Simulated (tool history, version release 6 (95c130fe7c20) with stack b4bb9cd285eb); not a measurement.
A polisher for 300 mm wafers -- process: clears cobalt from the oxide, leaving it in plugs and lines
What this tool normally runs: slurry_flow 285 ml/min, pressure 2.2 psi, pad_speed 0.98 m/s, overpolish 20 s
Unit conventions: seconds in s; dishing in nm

| run | hour | slurry_flow | pressure | pad_speed | overpolish | incoming thickness of the incoming film, nm | seconds | dishing |
|---|---|---|---|---|---|---|---|---|
| 1 | 0.0 | 285 | 2.2 | 0.98 | 20 | 340.0 | 50.4 | 68.3 |
| 2 | 15.6 | 285 | 2.2 | 0.98 | 20 | 342.6 | 50.8 | 70.5 |
| 3 | 34.8 | 285 | 2.2 | 0.98 | 20 | 332.8 | 48.6 | 70.6 |
| 4 | 53.4 | 285 | 2.2 | 0.98 | 20 | 346.4 | 52.2 | 71.7 |
| 5 | 88.2 | 285 | 2.2 | 0.98 | 20 | 343.2 | 50.0 | 67.8 |
| 6 | 101.0 | 205 | 2.2 | 0.98 | 20 | 333.8 | 51.6 | 70.3 |
|  | 106.0 | worn pad replaced by a new one, of another model than before |
| 7 | 122.8 | 205 | 2.2 | 0.98 | 20 | 334.8 | 54.6 | 68.6 |
| 8 | 143.6 | 335 | 2.2 | 0.98 | 20 | 341.3 | 51.0 | 68.5 |
| 9 | 172.8 | 285 | 2.2 | 0.80 | 13 | 344.9 | 57.7 | 54.4 |
| 10 | 185.7 | 285 | 2.2 | 0.98 | 20 | 346.5 | 53.1 | 71.2 |
|  | 201.0 | head pressure recalibrated |
|  | 214.3 | worn pad replaced by a new one |
| 11 | 214.8 | 285 | 2.2 | 0.98 | 20 | 333.6 | 55.2 | 67.3 |
| 12 | 224.3 | 340 | 2.6 | 0.98 | 20 | 337.0 | 48.3 | 72.7 |
| 13 | 239.0 | 350 | 2.2 | 1.28 | 20 | 336.8 | 46.4 | 71.8 |
|  | 268.6 | slurry nozzle cleaned |
| 14 | 269.8 | 230 | 2.2 | 0.98 | 20 | 335.6 | 57.3 | 65.2 |
| 15 | 292.9 | 285 | 2.2 | 0.80 | 13 | 338.9 | 60.8 | 47.9 |
| 16 | 317.2 | 285 | 2.2 | 0.98 | 24 | 336.8 | 53.8 | 74.0 |
|  | 333.8 | worn pad replaced by a new one |
| 17 | 343.5 | 345 | 2.2 | 0.98 | 20 | 336.5 | 53.0 | 69.1 |

Pick out some run-to-run changes in seconds. Of each, how much would a tool without hidden state show as well, from the settings, what came in and chance, and how much is left for the hidden state and any gauge scatter not in both results compared?
The hidden state here: removal rate lost through wear of the pad, %; slurry flow missing at the pad, %; deviation of the head's pressure from its setpoint, %.
Run 10 -> 11: head pressure recalibrated, worn pad replaced by a new one. seconds +2.1 s: hidden state +5.1, all else -3.0.
Run 13 -> 14: slurry_flow 350 -> 230, pad_speed 1.28 -> 0.98, slurry nozzle cleaned. seconds +10.9 s: hidden state -0.7, all else +11.6.

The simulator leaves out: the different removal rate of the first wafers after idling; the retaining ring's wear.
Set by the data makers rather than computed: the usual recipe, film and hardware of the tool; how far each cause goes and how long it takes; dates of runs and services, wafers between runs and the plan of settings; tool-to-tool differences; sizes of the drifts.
